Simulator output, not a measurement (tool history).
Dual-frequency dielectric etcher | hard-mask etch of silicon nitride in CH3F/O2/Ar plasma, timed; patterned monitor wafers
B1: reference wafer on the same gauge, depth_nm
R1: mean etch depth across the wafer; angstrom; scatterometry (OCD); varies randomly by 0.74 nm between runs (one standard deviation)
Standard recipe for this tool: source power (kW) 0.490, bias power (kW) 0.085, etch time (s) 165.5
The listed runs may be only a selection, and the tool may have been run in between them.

{"run": 1, "hour": 0.0, "source power (kW)": 0.49, "bias power (kW)": 0.08, "etch time (s)": 165.5, "B1": 115.2, "R1": 1348}
{"run": 2, "hour": 9.5, "source power (kW)": 0.49, "bias power (kW)": 0.08, "etch time (s)": 165.5, "B1": 115.1, "R1": 1339}
{"run": 3, "hour": 31.3, "source power (kW)": 0.49, "bias power (kW)": 0.085, "etch time (s)": 165.5, "B1": 115.0, "R1": 1358}
{"run": 4, "hour": 48.4, "source power (kW)": 0.49, "bias power (kW)": 0.085, "etch time (s)": 165.5, "B1": 114.9, "R1": 1365}
{"run": 5, "hour": 78.0, "source power (kW)": 0.49, "bias power (kW)": 0.085, "etch time (s)": 165.5, "B1": 115.0, "R1": 1357}
{"hour": 115.6, "done": "wet clean of the chamber"}
{"run": 6, "hour": 116.1, "source power (kW)": 0.49, "bias power (kW)": 0.085, "etch time (s)": 165.5, "B1": 115.1, "R1": 1438}
{"run": 7, "hour": 116.5, "source power (kW)": 0.45, "bias power (kW)": 0.085, "etch time (s)": 165.5, "B1": 115.0, "R1": 1402}
{"run": 8, "hour": 134.7, "source power (kW)": 0.45, "bias power (kW)": 0.085, "etch time (s)": 165.5, "B1": 115.0, "R1": 1394}
{"run": 9, "hour": 157.2, "source power (kW)": 0.49, "bias power (kW)": 0.07, "etch time (s)": 130.5, "B1": 114.9, "R1": 1070}
{"run": 10, "hour": 176.4, "source power (kW)": 0.49, "bias power (kW)": 0.085, "etch time (s)": 165.5, "B1": 115.0, "R1": 1422}
{"run": 11, "hour": 210.9, "source power (kW)": 0.49, "bias power (kW)": 0.085, "etch time (s)": 200.5, "B1": 114.8, "R1": 1735}
{"run": 12, "hour": 231.9, "source power (kW)": 0.49, "bias power (kW)": 0.085, "etch time (s)": 165.5, "B1": 114.9, "R1": 1415}
{"run": 13, "hour": 249.5, "source power (kW)": 0.49, "bias power (kW)": 0.085, "etch time (s)": 138.5, "B1": 114.9, "R1": 1192}
{"hour": 263.2, "done": "source power generator calibrated"}
{"run": 14, "hour": 273.7, "source power (kW)": 0.43, "bias power (kW)": 0.079, "etch time (s)": 144.0, "B1": 115.1, "R1": 1161}
{"run": 15, "hour": 289.9, "source power (kW)": 0.55, "bias power (kW)": 0.102, "etch time (s)": 146.5, "B1": 115.1, "R1": 1364}
{"run": 16, "hour": 307.6, "source power (kW)": 0.58, "bias power (kW)": 0.092, "etch time (s)": 165.5, "B1": 115.0, "R1": 1508}
{"run": 17, "hour": 325.6, "source power (kW)": 0.42, "bias power (kW)": 0.105, "etch time (s)": 165.5, "B1": 115.0, "R1": 1438}
{"run": 18, "hour": 356.2, "source power (kW)": 0.49, "bias power (kW)": 0.085, "etch time (s)": 198.0, "B1": 115.0, "R1": 1685}
{"hour": 379.9, "done": "bias power generator calibrated"}
{"run": 19, "hour": 385.4, "source power (kW)": 0.55, "bias power (kW)": 0.102, "etch time (s)": 146.5, "B1": 114.9, "R1": 1353}
{"run": 20, "hour": 410.6, "source power (kW)": 0.49, "bias power (kW)": 0.07, "etch time (s)": 165.5, "B1": 115.0, "R1": 1338}
{"hour": 429.5, "done": "gauge calibrated"}
{"run": 21, "hour": 445.4, "source power (kW)": 0.44, "bias power (kW)": 0.066, "etch time (s)": 165.5, "B1": 115.0, "R1": 1269}
{"run": 22, "hour": 478.4, "source power (kW)": 0.4, "bias power (kW)": 0.068, "etch time (s)": 165.5, "B1": 115.0, "R1": 1246}
{"run": 23, "hour": 508.4, "source power (kW)": 0.41, "bias power (kW)": 0.097, "etch time (s)": 123.0, "B1": 115.0, "R1": 1013}
{"run": 24, "hour": 526.6, "source power (kW)": 0.42, "bias power (kW)": 0.07, "etch time (s)": 122.5, "B1": 114.9, "R1": 937}
{"run": 25, "hour": 548.1, "source power (kW)": 0.59, "bias power (kW)": 0.07, "etch time (s)": 192.0, "B1": 115.0, "R1": 1612}
{"run": 26, "hour": 568.0, "source power (kW)": 0.49, "bias power (kW)": 0.085, "etch time (s)": 151.5, "B1": 115.0, "R1": 1262}
{"run": 27, "hour": 585.1, "source power (kW)": 0.49, "bias power (kW)": 0.085, "etch time (s)": 165.5, "B1": 115.2, "R1": 1390}
{"run": 28, "hour": 606.3, "source power (kW)": 0.56, "bias power (kW)": 0.068, "etch time (s)": 144.5, "B1": 114.9, "R1": 1166}
{"run": 29, "hour": 624.7, "source power (kW)": 0.46, "bias power (kW)": 0.066, "etch time (s)": 165.5, "B1": 115.0, "R1": 1275}
{"run": 30, "hour": 658.8, "source power (kW)": 0.57, "bias power (kW)": 0.075, "etch time (s)": 130.0, "B1": 115.0, "R1": 1083}

Hidden state, per run?
source power that arrives over what is set, %: 0 at every run
bias power that arrives over what is set, %: 0 at every run
gauge reads high (%): 0 at every run
H1: etch rate over this chamber's usual, %
run=1 H1=-5.03
run=2 H1=-5.11
run=3 H1=-5.29
run=4 H1=-5.43
run=5 H1=-5.67
run=6 H1=0.0634
run=7 H1=0.0601
run=8 H1=-0.0885
run=9 H1=-0.272
run=10 H1=-0.429
run=11 H1=-0.711
run=12 H1=-0.882
run=13 H1=-1.03
run=14 H1=-1.22
run=15 H1=-1.36
run=16 H1=-1.5
run=17 H1=-1.65
run=18 H1=-1.9
run=19 H1=-2.14
run=20 H1=-2.34
run=21 H1=-2.63
run=22 H1=-2.9
run=23 H1=-3.14
run=24 H1=-3.29
run=25 H1=-3.46
run=26 H1=-3.63
run=27 H1=-3.77
run=28 H1=-3.94
run=29 H1=-4.09
run=30 H1=-4.37
